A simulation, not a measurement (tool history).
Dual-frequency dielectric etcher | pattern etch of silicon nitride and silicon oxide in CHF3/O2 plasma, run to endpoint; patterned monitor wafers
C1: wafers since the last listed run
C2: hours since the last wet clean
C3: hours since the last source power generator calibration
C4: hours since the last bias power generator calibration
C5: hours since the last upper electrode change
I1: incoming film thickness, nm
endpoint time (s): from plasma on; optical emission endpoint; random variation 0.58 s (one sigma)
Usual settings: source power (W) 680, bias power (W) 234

{"run": 1, "hour": 0.0, "source power (W)": 680, "bias power (W)": 234, "C1": 0, "C2": 269.9, "C3": 2053.7, "C4": 3678.0, "C5": 5930.2, "I1": 300.9, "endpoint time (s)": 187.4}
{"run": 2, "hour": 16.6, "source power (W)": 680, "bias power (W)": 234, "C1": 136, "C2": 286.5, "C3": 2070.3, "C4": 3694.6, "C5": 5946.8, "I1": 300.3, "endpoint time (s)": 187.3}
{"run": 3, "hour": 27.3, "source power (W)": 680, "bias power (W)": 234, "C1": 87, "C2": 297.2, "C3": 2081.0, "C4": 3705.3, "C5": 5957.5, "I1": 301.7, "endpoint time (s)": 187.5}
{"run": 4, "hour": 33.8, "source power (W)": 680, "bias power (W)": 234, "C1": 53, "C2": 303.7, "C3": 2087.5, "C4": 3711.8, "C5": 5964.0, "I1": 302.4, "endpoint time (s)": 187.9}
{"run": 5, "hour": 64.2, "source power (W)": 680, "bias power (W)": 234, "C1": 249, "C2": 334.1, "C3": 2117.9, "C4": 3742.2, "C5": 5994.4, "I1": 303.5, "endpoint time (s)": 189.5}
{"run": 6, "hour": 71.3, "source power (W)": 680, "bias power (W)": 234, "C1": 58, "C2": 341.2, "C3": 2125.0, "C4": 3749.3, "C5": 6001.5, "I1": 300.2, "endpoint time (s)": 185.5}
{"run": 7, "hour": 86.1, "source power (W)": 680, "bias power (W)": 234, "C1": 121, "C2": 356.0, "C3": 2139.8, "C4": 3764.1, "C5": 6016.3, "I1": 303.0, "endpoint time (s)": 187.7}
{"run": 8, "hour": 96.4, "source power (W)": 680, "bias power (W)": 234, "C1": 84, "C2": 366.3, "C3": 2150.1, "C4": 3774.4, "C5": 6026.6, "I1": 301.5, "endpoint time (s)": 186.1}
{"hour": 131.7, "done": "upper electrode replaced"}
{"run": 9, "hour": 132.2, "source power (W)": 680, "bias power (W)": 234, "C1": 96, "C2": 402.1, "C3": 2185.9, "C4": 3810.2, "C5": 0.5, "I1": 299.2, "endpoint time (s)": 184.0}
{"run": 10, "hour": 132.6, "source power (W)": 680, "bias power (W)": 234, "C1": 3, "C2": 402.5, "C3": 2186.3, "C4": 3810.6, "C5": 0.9, "I1": 301.4, "endpoint time (s)": 185.2}
{"run": 11, "hour": 134.7, "source power (W)": 680, "bias power (W)": 234, "C1": 17, "C2": 404.6, "C3": 2188.4, "C4": 3812.7, "C5": 3.0, "I1": 301.4, "endpoint time (s)": 186.7}
{"run": 12, "hour": 148.0, "source power (W)": 680, "bias power (W)": 234, "C1": 109, "C2": 417.9, "C3": 2201.7, "C4": 3826.0, "C5": 16.3, "I1": 299.3, "endpoint time (s)": 184.1}
{"run": 13, "hour": 156.3, "source power (W)": 680, "bias power (W)": 191, "C1": 68, "C2": 426.2, "C3": 2210.0, "C4": 3834.3, "C5": 24.6, "I1": 298.6, "endpoint time (s)": 199.0}
{"run": 14, "hour": 172.0, "source power (W)": 680, "bias power (W)": 234, "C1": 128, "C2": 441.9, "C3": 2225.7, "C4": 3850.0, "C5": 40.3, "I1": 296.9, "endpoint time (s)": 182.5}
{"run": 15, "hour": 187.1, "source power (W)": 570, "bias power (W)": 182, "C1": 123, "C2": 457.0, "C3": 2240.8, "C4": 3865.1, "C5": 55.4, "I1": 300.0, "endpoint time (s)": 220.1}
{"run": 16, "hour": 196.3, "source power (W)": 790, "bias power (W)": 260, "C1": 75, "C2": 466.2, "C3": 2250.0, "C4": 3874.3, "C5": 64.6, "I1": 299.1, "endpoint time (s)": 165.5}
{"hour": 212.9, "done": "bias power generator calibrated"}
{"run": 17, "hour": 214.3, "source power (W)": 580, "bias power (W)": 188, "C1": 114, "C2": 484.2, "C3": 2268.0, "C4": 1.4, "C5": 82.6, "I1": 298.7, "endpoint time (s)": 213.8}
{"run": 18, "hour": 227.5, "source power (W)": 550, "bias power (W)": 234, "C1": 108, "C2": 497.4, "C3": 2281.2, "C4": 14.6, "C5": 95.8, "I1": 300.9, "endpoint time (s)": 203.0}
{"run": 19, "hour": 239.7, "source power (W)": 680, "bias power (W)": 234, "C1": 100, "C2": 509.6, "C3": 2293.4, "C4": 26.8, "C5": 108.0, "I1": 298.7, "endpoint time (s)": 182.3}
{"hour": 263.5, "done": "source power generator calibrated"}
{"hour": 265.4, "done": "wet clean of the chamber"}
{"run": 20, "hour": 265.9, "source power (W)": 830, "bias power (W)": 185, "C1": 166, "C2": 0.5, "C3": 2.4, "C4": 53.0, "C5": 134.2, "I1": 300.1, "endpoint time (s)": 193.2}
{"run": 21, "hour": 266.3, "source power (W)": 560, "bias power (W)": 207, "C1": 3, "C2": 0.9, "C3": 2.8, "C4": 53.4, "C5": 134.6, "I1": 302.5, "endpoint time (s)": 222.1}
{"run": 22, "hour": 309.4, "source power (W)": 750, "bias power (W)": 278, "C1": 353, "C2": 44.0, "C3": 45.9, "C4": 96.5, "C5": 177.7, "I1": 300.4, "endpoint time (s)": 172.2}
{"run": 23, "hour": 326.3, "source power (W)": 520, "bias power (W)": 252, "C1": 138, "C2": 60.9, "C3": 62.8, "C4": 113.4, "C5": 194.6, "I1": 301.1, "endpoint time (s)": 211.1}
{"run": 24, "hour": 343.2, "source power (W)": 640, "bias power (W)": 271, "C1": 138, "C2": 77.8, "C3": 79.7, "C4": 130.3, "C5": 211.5, "I1": 297.9, "endpoint time (s)": 184.2}
{"run": 25, "hour": 361.2, "source power (W)": 580, "bias power (W)": 206, "C1": 147, "C2": 95.8, "C3": 97.7, "C4": 148.3, "C5": 229.5, "I1": 302.7, "endpoint time (s)": 217.1}

3 ways to go on from here, each from the tool as it stands after run 25. What would each give?
{"run": "A", "hour": 361.7, "source power (W)": 680, "bias power (W)": 234, "C1": 4, "C2": 96.3, "C3": 98.2, "C4": 148.8, "C5": 230.0, "I1": 301.9, "endpoint time (s)": "?"}
{"run": "B", "hour": 361.7, "source power (W)": 540, "bias power (W)": 205, "C1": 4, "C2": 96.3, "C3": 98.2, "C4": 148.8, "C5": 230.0, "I1": 301.9, "endpoint time (s)": "?"}
{"run": "C", "hour": 361.7, "source power (W)": 800, "bias power (W)": 185, "C1": 4, "C2": 96.3, "C3": 98.2, "C4": 148.8, "C5": 230.0, "I1": 301.9, "endpoint time (s)": "?"}

run=A endpoint_time_(s)=192.4
run=B endpoint_time_(s)=224.4
run=C endpoint_time_(s)=196.1
Without the tool's hidden state the same runs would have given:
run=A endpoint_time_(s)=193.0
run=B endpoint_time_(s)=225.1
run=C endpoint_time_(s)=196.7
